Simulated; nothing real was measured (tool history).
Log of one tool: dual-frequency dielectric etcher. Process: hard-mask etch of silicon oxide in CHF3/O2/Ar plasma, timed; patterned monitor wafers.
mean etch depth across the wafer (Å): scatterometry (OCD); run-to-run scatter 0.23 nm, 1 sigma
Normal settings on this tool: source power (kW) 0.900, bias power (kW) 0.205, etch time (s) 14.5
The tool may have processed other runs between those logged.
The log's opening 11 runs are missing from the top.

| run | hour | source power (kW) | bias power (kW) | etch time (s) | wafers since the last listed run | hours since the last wet clean | hours since the last source power generator calibration | hours since the last bias power generator calibration | hours since the last upper electrode change | hours since the gauge calibration | read-back reference wafer on the same gauge, depth_nm | mean etch depth across the wafer (Å) |
|---|---|---|---|---|---|---|---|---|---|---|---|---|
| 12 | 118.8 | 0.900 | 0.205 | 14.5 | 159 | 362.6 | 3129.1 | 4152.1 | 5096.9 | 442.3 | 38.79 | 404.1 |
| 13 | 133.8 | 0.900 | 0.205 | 14.5 | 275 | 377.6 | 3144.1 | 4167.1 | 5111.9 | 457.3 | 38.81 | 405.0 |
| 14 | 149.9 | 0.900 | 0.205 | 14.5 | 296 | 393.7 | 3160.2 | 4183.2 | 5128.0 | 473.4 | 38.79 | 404.2 |
|  | 185.5 | wet clean of the chamber |
|  | 192.7 | bias power generator calibrated |
| 15 | 193.2 | 1.020 | 0.238 | 19.0 | 281 | 7.7 | 3203.5 | 0.5 | 5171.3 | 516.7 | 38.80 | 604.2 |
|  | 197.7 | gauge calibrated |
| 16 | 198.4 | 0.720 | 0.205 | 18.0 | 95 | 12.9 | 3208.7 | 5.7 | 5176.5 | 0.7 | 38.83 | 440.7 |
| 17 | 215.6 | 1.060 | 0.244 | 14.5 | 316 | 30.1 | 3225.9 | 22.9 | 5193.7 | 17.9 | 38.83 | 466.8 |
|  | 224.9 | source power generator calibrated |
|  | 243.1 | wet clean of the chamber, repeated, since the last time left the tool worse |
|  | 254.6 | upper electrode replaced |
| 18 | 255.1 | 0.900 | 0.177 | 13.5 | 107 | 12.0 | 30.2 | 62.4 | 0.5 | 57.4 | 38.78 | 360.8 |
| 19 | 255.4 | 1.030 | 0.227 | 14.5 | 5 | 12.3 | 30.5 | 62.7 | 0.8 | 57.7 | 38.79 | 435.8 |
| 20 | 255.8 | 0.990 | 0.160 | 17.5 | 7 | 12.7 | 30.9 | 63.1 | 1.2 | 58.1 | 38.84 | 486.1 |
| 21 | 271.5 | 0.900 | 0.205 | 18.0 | 288 | 28.4 | 46.6 | 78.8 | 16.9 | 73.8 | 38.80 | 494.3 |
| 22 | 280.4 | 0.900 | 0.205 | 14.5 | 163 | 37.3 | 55.5 | 87.7 | 25.8 | 82.7 | 38.78 | 399.0 |
| 23 | 286.6 | 0.900 | 0.205 | 14.5 | 114 | 43.5 | 61.7 | 93.9 | 32.0 | 88.9 | 38.81 | 395.5 |
| 24 | 300.4 | 0.900 | 0.205 | 14.5 | 253 | 57.3 | 75.5 | 107.7 | 45.8 | 102.7 | 38.82 | 396.7 |
| 25 | 309.4 | 1.120 | 0.205 | 14.5 | 165 | 66.3 | 84.5 | 116.7 | 54.8 | 111.7 | 38.80 | 453.1 |

Predict the results of run 26:
| 26 | 321.8 | 0.900 | 0.205 | 17.5 | 228 | 78.7 | 96.9 | 129.1 | 67.2 | 124.1 | ? | ? |

{"run 26": {"read-back reference wafer on the same gauge, depth_nm": 38.77, "mean etch depth across the wafer (Å)": 480.3}}
With no hidden state in the tool, this same run would have given mean etch depth across the wafer (Å) 473.8.

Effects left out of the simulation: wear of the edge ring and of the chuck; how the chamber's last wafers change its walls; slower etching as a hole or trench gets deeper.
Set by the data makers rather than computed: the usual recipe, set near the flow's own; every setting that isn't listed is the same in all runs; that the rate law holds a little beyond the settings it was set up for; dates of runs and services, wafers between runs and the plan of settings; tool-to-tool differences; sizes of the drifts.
